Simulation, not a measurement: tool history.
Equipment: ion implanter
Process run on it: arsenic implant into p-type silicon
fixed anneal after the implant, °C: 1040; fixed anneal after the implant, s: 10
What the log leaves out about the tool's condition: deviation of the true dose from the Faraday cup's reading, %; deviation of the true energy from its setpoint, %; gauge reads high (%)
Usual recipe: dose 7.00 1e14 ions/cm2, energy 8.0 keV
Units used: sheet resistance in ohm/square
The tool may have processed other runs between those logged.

| run | hour | dose | energy | wafers since the last listed run | hours since the last dose calibration | hours since the extraction supply was calibrated | hours since the gauge calibration | read-back reference wafer on the same gauge, sheet resistance | sheet resistance |
|---|---|---|---|---|---|---|---|---|---|
| 1 | 0.0 | 7.00 | 8.0 | 0 | 2294.7 | 6223.3 | 857.2 | 182.83 | 181.36 |
| 2 | 25.3 | 7.00 | 8.0 | 405 | 2320.0 | 6248.6 | 882.5 | 183.01 | 181.25 |
| 3 | 60.5 | 7.00 | 8.0 | 564 | 2355.2 | 6283.8 | 917.7 | 183.00 | 181.80 |
| 4 | 93.5 | 5.49 | 8.0 | 528 | 2388.2 | 6316.8 | 950.7 | 183.01 | 213.14 |
| 5 | 126.5 | 5.49 | 8.0 | 528 | 2421.2 | 6349.8 | 983.7 | 183.11 | 214.72 |
| 6 | 143.8 | 7.00 | 8.0 | 277 | 2438.5 | 6367.1 | 1001.0 | 182.86 | 182.60 |
| 7 | 178.1 | 7.00 | 8.0 | 549 | 2472.8 | 6401.4 | 1035.3 | 183.02 | 182.47 |
| 8 | 193.4 | 7.00 | 8.0 | 245 | 2488.1 | 6416.7 | 1050.6 | 183.18 | 182.51 |
| 9 | 232.9 | 6.12 | 9.0 | 632 | 2527.6 | 6456.2 | 1090.1 | 182.99 | 197.83 |
| 10 | 258.2 | 7.00 | 8.0 | 405 | 2552.9 | 6481.5 | 1115.4 | 183.17 | 182.30 |
| 11 | 276.0 | 7.00 | 8.0 | 285 | 2570.7 | 6499.3 | 1133.2 | 182.84 | 181.81 |
| 12 | 303.7 | 6.31 | 8.0 | 443 | 2598.4 | 6527.0 | 1160.9 | 183.13 | 196.43 |
| 13 | 328.9 | 6.31 | 8.0 | 403 | 2623.6 | 6552.2 | 1186.1 | 182.93 | 196.61 |
| 14 | 362.6 | 8.81 | 8.0 | 539 | 2657.3 | 6585.9 | 1219.8 | 183.20 | 159.04 |
|  | 373.1 | extraction supply calibrated |
| 15 | 377.9 | 6.47 | 9.5 | 116 | 2672.6 | 4.8 | 1235.1 | 182.94 | 190.48 |
| 16 | 394.3 | 7.00 | 8.0 | 262 | 2689.0 | 21.2 | 1251.5 | 182.84 | 183.22 |
|  | 417.3 | Faraday cup replaced and dose calibrated |
| 17 | 430.2 | 6.42 | 5.5 | 447 | 12.9 | 57.1 | 1287.4 | 183.10 | 190.06 |
|  | 438.3 | gauge calibrated |
| 18 | 449.7 | 7.00 | 8.0 | 312 | 32.4 | 76.6 | 11.4 | 183.07 | 174.39 |
| 19 | 469.4 | 9.05 | 8.0 | 315 | 52.1 | 96.3 | 31.1 | 182.90 | 150.64 |
| 20 | 542.1 | 5.49 | 9.0 | 1164 | 124.8 | 169.0 | 103.8 | 183.12 | 203.50 |
| 21 | 573.4 | 8.81 | 8.0 | 501 | 156.1 | 200.3 | 135.1 | 182.99 | 152.80 |
| 22 | 600.1 | 5.12 | 6.5 | 427 | 182.8 | 227.0 | 161.8 | 182.94 | 217.18 |
| 23 | 618.0 | 8.58 | 9.0 | 286 | 200.7 | 244.9 | 179.7 | 182.99 | 153.10 |
| 24 | 638.6 | 8.52 | 7.0 | 330 | 221.3 | 265.5 | 200.3 | 182.90 | 157.09 |
| 25 | 684.3 | 6.31 | 8.0 | 732 | 267.0 | 311.2 | 246.0 | 182.89 | 186.86 |
| 26 | 702.1 | 9.03 | 5.5 | 285 | 284.8 | 329.0 | 263.8 | 182.99 | 155.48 |
| 27 | 720.3 | 8.22 | 7.0 | 291 | 303.0 | 347.2 | 282.0 | 182.95 | 160.28 |
| 28 | 741.3 | 7.99 | 6.0 | 336 | 324.0 | 368.2 | 303.0 | 183.06 | 164.32 |
| 29 | 756.7 | 8.69 | 5.5 | 246 | 339.4 | 383.6 | 318.4 | 182.99 | 159.19 |
| 30 | 773.5 | 8.65 | 10.0 | 269 | 356.2 | 400.4 | 335.2 | 183.14 | 150.70 |
| 31 | 793.5 | 7.92 | 6.0 | 320 | 376.2 | 420.4 | 355.2 | 182.96 | 165.82 |
| 32 | 811.1 | 5.54 | 9.5 | 282 | 393.8 | 438.0 | 372.8 | 183.07 | 201.35 |
| 33 | 842.0 | 7.72 | 7.0 | 495 | 424.7 | 468.9 | 403.7 | 182.91 | 166.83 |
| 34 | 871.6 | 7.73 | 8.0 | 474 | 454.3 | 498.5 | 433.3 | 182.92 | 165.31 |
| 35 | 885.7 | 5.52 | 6.0 | 225 | 468.4 | 512.6 | 447.4 | 183.03 | 208.20 |
| 36 | 911.0 | 7.00 | 6.0 | 405 | 493.7 | 537.9 | 472.7 | 182.93 | 179.11 |

Branching from run 36: 5 alternative next runs. What would each branch give?
| A | 911.4 | 7.00 | 8.0 | 6 | 494.1 | 538.3 | 473.1 | ? | ? |
| B | 911.4 | 8.75 | 8.0 | 6 | 494.1 | 538.3 | 473.1 | ? | ? |
| C | 911.4 | 6.01 | 10.0 | 6 | 494.1 | 538.3 | 473.1 | ? | ? |
| D | 911.4 | 5.13 | 10.0 | 6 | 494.1 | 538.3 | 473.1 | ? | ? |
| E | 911.4 | 7.00 | 7.0 | 6 | 494.1 | 538.3 | 473.1 | ? | ? |

| run | read-back reference wafer on the same gauge, sheet resistance | sheet resistance |
|---|---|---|
| A | 182.85 | 174.39 |
| B | 182.85 | 152.88 |
| C | 182.85 | 189.28 |
| D | 182.85 | 211.26 |
| E | 182.85 | 176.13 |
With the hidden condition removed and each run's random variation left untouched, the same runs would have given:
| run | sheet resistance |
|---|---|
| A | 174.50 |
| B | 152.96 |
| C | 189.41 |
| D | 211.40 |
| E | 176.24 |

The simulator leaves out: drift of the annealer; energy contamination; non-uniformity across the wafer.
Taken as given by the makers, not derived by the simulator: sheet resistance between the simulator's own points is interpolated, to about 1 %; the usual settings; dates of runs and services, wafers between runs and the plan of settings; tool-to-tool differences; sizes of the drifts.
